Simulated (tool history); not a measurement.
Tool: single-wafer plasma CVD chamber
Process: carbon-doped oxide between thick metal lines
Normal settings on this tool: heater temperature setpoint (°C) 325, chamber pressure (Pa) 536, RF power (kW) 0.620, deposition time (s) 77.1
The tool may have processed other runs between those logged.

run   hour  heater temperature setpoint (°C)  chamber pressure (Pa)  RF power (kW)  deposition time (s)  wafers since the last listed run  hours since the last thermocouple change  hours since the last RF generator calibration  hours since the last manometer calibration  hours since the showerhead was replaced  hours since the gauge calibration  read-back reference wafer on the same gauge, thickness_nm  mean film thickness on the monitor wafer (nm)
  1    0.0                               325                    536          0.620                 77.1                                 0                                    1874.9                                           26.4                                      1734.8                                   1885.1                              184.7                                                    388.948                                        425.274
  2   99.5                               325                    536          0.620                 77.1                              1568                                    1974.4                                          125.9                                      1834.3                                   1984.6                              284.2                                                    388.961                                        426.857
  3  144.9                               325                    536          0.620                 77.1                               715                                    2019.8                                          171.3                                      1879.7                                   2030.0                              329.6                                                    388.628                                        428.168
  4  244.2                               325                    536          0.620                 77.1                              1564                                    2119.1                                          270.6                                      1979.0                                   2129.3                              428.9                                                    388.714                                        428.571
  5  305.7                               325                    536          0.620                 77.1                               969                                    2180.6                                          332.1                                      2040.5                                   2190.8                              490.4                                                    388.997                                        424.870
  6  401.1                               325                    536          0.620                 77.1                              1503                                    2276.0                                          427.5                                      2135.9                                   2286.2                              585.8                                                    388.892                                        426.513
     442.9  -- showerhead replaced
     480.4  -- thermocouple changed; heater temperature recalibrated
  7  485.4                               325                    536          0.620                 77.1                              1076                                       5.0                                          511.8                                      2220.2                                     42.5                              670.1                                                    388.797                                        437.445

Expected results for the next run?
     496.2  -- capacitance manometer re-zeroed and calibrated
  8  636.5                               311                    599          0.620                 66.8                              2255                                     156.1                                          662.9                                       140.3                                    193.6                              821.2                                                          ?                                              ?

read-back reference wafer on the same gauge, thickness_nm: 388.919
mean film thickness on the monitor wafer (nm): 408.357
If the tool had no hidden condition, the same run with the same run-to-run variation would have returned mean film thickness on the monitor wafer (nm) 395.119.

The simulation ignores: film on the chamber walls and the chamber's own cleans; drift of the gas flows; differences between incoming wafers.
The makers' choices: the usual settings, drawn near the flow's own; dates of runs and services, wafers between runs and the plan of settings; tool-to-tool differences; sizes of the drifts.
